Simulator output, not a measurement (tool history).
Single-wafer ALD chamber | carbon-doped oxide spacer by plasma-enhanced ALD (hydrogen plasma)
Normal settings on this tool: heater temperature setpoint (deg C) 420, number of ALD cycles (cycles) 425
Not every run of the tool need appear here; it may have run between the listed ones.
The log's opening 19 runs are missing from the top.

run,hour,heater temperature setpoint (deg C),number of ALD cycles (cycles),wafers since the last listed run,hours since the last thermocouple change,hours since the gauge calibration,"read-back reference wafer on the same gauge, thickness_nm",mean film thickness on the monitor wafer (nm)
20,989.4,429,370,61,423.8,1391.8,18.589,17.132
21,1040.3,411,386,63,474.7,1442.7,18.607,18.876
22,1109.4,424,402,86,543.8,1511.8,18.596,18.935
23,1155.4,412,463,57,589.8,1557.8,18.577,22.624
24,1212.5,420,425,71,646.9,1614.9,18.606,20.255
# hour 1233.8: gauge calibrated
25,1237.4,420,425,31,671.8,3.6,18.598,20.203
26,1302.5,426,460,81,736.9,68.7,18.604,21.57
27,1367,407,348,80,801.4,133.2,18.604,17.371
28,1423.5,412,376,70,857.9,189.7,18.61,18.49
29,1473.9,409,354,62,908.3,240.1,18.623,17.458
30,1520,408,342,57,954.4,286.2,18.616,17.001
31,1579.9,430,381,74,1014.3,346.1,18.61,17.71

Alternative continuations, all from the tool just after run 31; predict every row:
A,1580.9,420,343,1,1015.3,347.1,?,?
B,1580.9,425,377,1,1015.3,347.1,?,?
C,1580.9,420,504,1,1015.3,347.1,?,?
D,1580.9,408,450,1,1015.3,347.1,?,?
E,1580.9,428,390,1,1015.3,347.1,?,?

run,"read-back reference wafer on the same gauge, thickness_nm",mean film thickness on the monitor wafer (nm)
A,18.591,16.365
B,18.591,17.716
C,18.591,24.046
D,18.591,22.247
E,18.591,18.158
Without the tool's hidden state the same runs would have given:
run,mean film thickness on the monitor wafer (nm)
A,16.103
B,17.428
C,23.662
D,21.904
E,17.861
